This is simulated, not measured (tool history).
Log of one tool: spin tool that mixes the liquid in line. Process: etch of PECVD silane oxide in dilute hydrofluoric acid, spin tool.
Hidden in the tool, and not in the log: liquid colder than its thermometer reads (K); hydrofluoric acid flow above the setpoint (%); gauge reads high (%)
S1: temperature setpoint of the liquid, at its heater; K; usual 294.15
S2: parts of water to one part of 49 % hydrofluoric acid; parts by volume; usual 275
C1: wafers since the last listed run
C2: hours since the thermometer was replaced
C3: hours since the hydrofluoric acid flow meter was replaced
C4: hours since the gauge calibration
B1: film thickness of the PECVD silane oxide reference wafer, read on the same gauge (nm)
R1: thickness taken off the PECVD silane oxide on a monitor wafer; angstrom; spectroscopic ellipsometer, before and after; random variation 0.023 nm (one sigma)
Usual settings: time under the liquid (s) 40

{"run": 1, "hour": 0.0, "S1": 294.15, "S2": 375, "time under the liquid (s)": 40, "C1": 0, "C2": 776.5, "C3": 1740.0, "C4": 2851.0, "B1": 60.0, "R1": 34.3}
{"run": 2, "hour": 37.4, "S1": 294.15, "S2": 375, "time under the liquid (s)": 40, "C1": 417, "C2": 813.9, "C3": 1777.4, "C4": 2888.4, "B1": 60.0, "R1": 34.4}
{"run": 3, "hour": 78.7, "S1": 294.15, "S2": 375, "time under the liquid (s)": 40, "C1": 460, "C2": 855.2, "C3": 1818.7, "C4": 2929.7, "B1": 60.02, "R1": 34.2}
{"run": 4, "hour": 166.7, "S1": 294.15, "S2": 275, "time under the liquid (s)": 40, "C1": 981, "C2": 943.2, "C3": 1906.7, "C4": 3017.7, "B1": 60.01, "R1": 50.5}
{"run": 5, "hour": 257.8, "S1": 294.15, "S2": 275, "time under the liquid (s)": 40, "C1": 1016, "C2": 1034.3, "C3": 1997.8, "C4": 3108.8, "B1": 59.97, "R1": 50.7}
{"run": 6, "hour": 302.3, "S1": 294.15, "S2": 275, "time under the liquid (s)": 40, "C1": 496, "C2": 1078.8, "C3": 2042.3, "C4": 3153.3, "B1": 60.0, "R1": 50.8}
{"run": 7, "hour": 381.8, "S1": 294.15, "S2": 275, "time under the liquid (s)": 40, "C1": 886, "C2": 1158.3, "C3": 2121.8, "C4": 3232.8, "B1": 60.01, "R1": 50.1}
{"hour": 410.7, "done": "gauge calibrated"}
{"run": 8, "hour": 473.4, "S1": 294.15, "S2": 275, "time under the liquid (s)": 40, "C1": 1021, "C2": 1249.9, "C3": 2213.4, "C4": 62.7, "B1": 60.01, "R1": 50.0}
{"run": 9, "hour": 557.2, "S1": 294.15, "S2": 275, "time under the liquid (s)": 40, "C1": 934, "C2": 1333.7, "C3": 2297.2, "C4": 146.5, "B1": 60.02, "R1": 49.9}
{"run": 10, "hour": 649.9, "S1": 295.65, "S2": 275, "time under the liquid (s)": 40, "C1": 1033, "C2": 1426.4, "C3": 2389.9, "C4": 239.2, "B1": 60.0, "R1": 53.1}
{"hour": 661.2, "done": "hydrofluoric acid flow meter replaced"}
{"run": 11, "hour": 746.6, "S1": 294.15, "S2": 275, "time under the liquid (s)": 40, "C1": 1067, "C2": 1523.1, "C3": 85.4, "C4": 335.9, "B1": 60.0, "R1": 49.9}
{"hour": 761.1, "done": "thermometer replaced"}
{"run": 12, "hour": 814.1, "S1": 294.15, "S2": 215, "time under the liquid (s)": 55, "C1": 741, "C2": 53.0, "C3": 152.9, "C4": 403.4, "B1": 59.98, "R1": 97.2}
{"run": 13, "hour": 856.5, "S1": 298.65, "S2": 275, "time under the liquid (s)": 25, "C1": 472, "C2": 95.4, "C3": 195.3, "C4": 445.8, "B1": 59.99, "R1": 38.1}
{"run": 14, "hour": 924.3, "S1": 294.15, "S2": 275, "time under the liquid (s)": 40, "C1": 756, "C2": 163.2, "C3": 263.1, "C4": 513.6, "B1": 60.0, "R1": 52.1}
{"run": 15, "hour": 998.7, "S1": 294.15, "S2": 275, "time under the liquid (s)": 40, "C1": 829, "C2": 237.6, "C3": 337.5, "C4": 588.0, "B1": 60.0, "R1": 52.1}
{"run": 16, "hour": 1103.6, "S1": 297.65, "S2": 200, "time under the liquid (s)": 20, "C1": 1169, "C2": 342.5, "C3": 442.4, "C4": 692.9, "B1": 60.0, "R1": 43.3}
{"run": 17, "hour": 1290.9, "S1": 294.15, "S2": 275, "time under the liquid (s)": 40, "C1": 2089, "C2": 529.8, "C3": 629.7, "C4": 880.2, "B1": 60.0, "R1": 51.2}
{"run": 18, "hour": 1368.2, "S1": 292.65, "S2": 215, "time under the liquid (s)": 30, "C1": 862, "C2": 607.1, "C3": 707.0, "C4": 957.5, "B1": 60.0, "R1": 49.4}
{"run": 19, "hour": 1439.5, "S1": 294.15, "S2": 275, "time under the liquid (s)": 40, "C1": 795, "C2": 678.4, "C3": 778.3, "C4": 1028.8, "B1": 59.99, "R1": 51.6}
{"run": 20, "hour": 1491.1, "S1": 295.65, "S2": 390, "time under the liquid (s)": 25, "C1": 575, "C2": 730.0, "C3": 829.9, "C4": 1080.4, "B1": 59.99, "R1": 21.3}
{"run": 21, "hour": 1556.8, "S1": 294.15, "S2": 275, "time under the liquid (s)": 65, "C1": 732, "C2": 795.7, "C3": 895.6, "C4": 1146.1, "B1": 60.04, "R1": 83.1}
{"run": 22, "hour": 1633.3, "S1": 290.65, "S2": 275, "time under the liquid (s)": 40, "C1": 853, "C2": 872.2, "C3": 972.1, "C4": 1222.6, "B1": 59.97, "R1": 45.1}
{"run": 23, "hour": 1678.3, "S1": 294.15, "S2": 275, "time under the liquid (s)": 40, "C1": 501, "C2": 917.2, "C3": 1017.1, "C4": 1267.6, "B1": 60.01, "R1": 50.8}
{"run": 24, "hour": 1727.4, "S1": 296.65, "S2": 365, "time under the liquid (s)": 35, "C1": 547, "C2": 966.3, "C3": 1066.2, "C4": 1316.7, "B1": 59.99, "R1": 33.8}
{"run": 25, "hour": 1828.4, "S1": 295.65, "S2": 350, "time under the liquid (s)": 55, "C1": 1126, "C2": 1067.3, "C3": 1167.2, "C4": 1417.7, "B1": 59.98, "R1": 54.2}
{"run": 26, "hour": 1926.4, "S1": 294.15, "S2": 275, "time under the liquid (s)": 40, "C1": 1093, "C2": 1165.3, "C3": 1265.2, "C4": 1515.7, "B1": 60.0, "R1": 50.3}
{"run": 27, "hour": 1990.6, "S1": 295.65, "S2": 390, "time under the liquid (s)": 25, "C1": 716, "C2": 1229.5, "C3": 1329.4, "C4": 1579.9, "B1": 60.0, "R1": 21.1}
{"run": 28, "hour": 2090.5, "S1": 290.15, "S2": 275, "time under the liquid (s)": 40, "C1": 1114, "C2": 1329.4, "C3": 1429.3, "C4": 1679.8, "B1": 60.01, "R1": 42.9}
{"run": 29, "hour": 2170.6, "S1": 290.65, "S2": 275, "time under the liquid (s)": 35, "C1": 893, "C2": 1409.5, "C3": 1509.4, "C4": 1759.9, "B1": 60.0, "R1": 38.5}
{"hour": 2302.1, "done": "thermometer replaced"}
{"run": 30, "hour": 2480.6, "S1": 290.15, "S2": 200, "time under the liquid (s)": 25, "C1": 3446, "C2": 178.5, "C3": 1819.4, "C4": 2069.9, "B1": 60.02, "R1": 40.9}
{"run": 31, "hour": 2524.6, "S1": 294.15, "S2": 275, "time under the liquid (s)": 40, "C1": 490, "C2": 222.5, "C3": 1863.4, "C4": 2113.9, "B1": 60.01, "R1": 52.0}
{"run": 32, "hour": 2592.0, "S1": 294.15, "S2": 340, "time under the liquid (s)": 25, "C1": 751, "C2": 289.9, "C3": 1930.8, "C4": 2181.3, "B1": 59.98, "R1": 24.6}
{"run": 33, "hour": 2653.1, "S1": 296.15, "S2": 310, "time under the liquid (s)": 55, "C1": 681, "C2": 351.0, "C3": 1991.9, "C4": 2242.4, "B1": 59.98, "R1": 65.9}

Forecast each of these 4 alternatives for the next run:
{"run": "A", "hour": 2653.5, "S1": 294.15, "S2": 275, "time under the liquid (s)": 40, "C1": 4, "C2": 351.4, "C3": 1992.3, "C4": 2242.8, "B1": "?", "R1": "?"}
{"run": "B", "hour": 2653.5, "S1": 294.15, "S2": 355, "time under the liquid (s)": 40, "C1": 4, "C2": 351.4, "C3": 1992.3, "C4": 2242.8, "B1": "?", "R1": "?"}
{"run": "C", "hour": 2653.5, "S1": 297.15, "S2": 205, "time under the liquid (s)": 40, "C1": 4, "C2": 351.4, "C3": 1992.3, "C4": 2242.8, "B1": "?", "R1": "?"}
{"run": "D", "hour": 2653.5, "S1": 291.15, "S2": 275, "time under the liquid (s)": 40, "C1": 4, "C2": 351.4, "C3": 1992.3, "C4": 2242.8, "B1": "?", "R1": "?"}

run=A B1=60.00 R1=51.5
run=B B1=60.00 R1=37.1
run=C B1=60.00 R1=82.6
run=D B1=60.00 R1=46.0
Without the tool's hidden state the same runs would have given:
run=A R1=52.3
run=B R1=37.7
run=C R1=84.0
run=D R1=46.8

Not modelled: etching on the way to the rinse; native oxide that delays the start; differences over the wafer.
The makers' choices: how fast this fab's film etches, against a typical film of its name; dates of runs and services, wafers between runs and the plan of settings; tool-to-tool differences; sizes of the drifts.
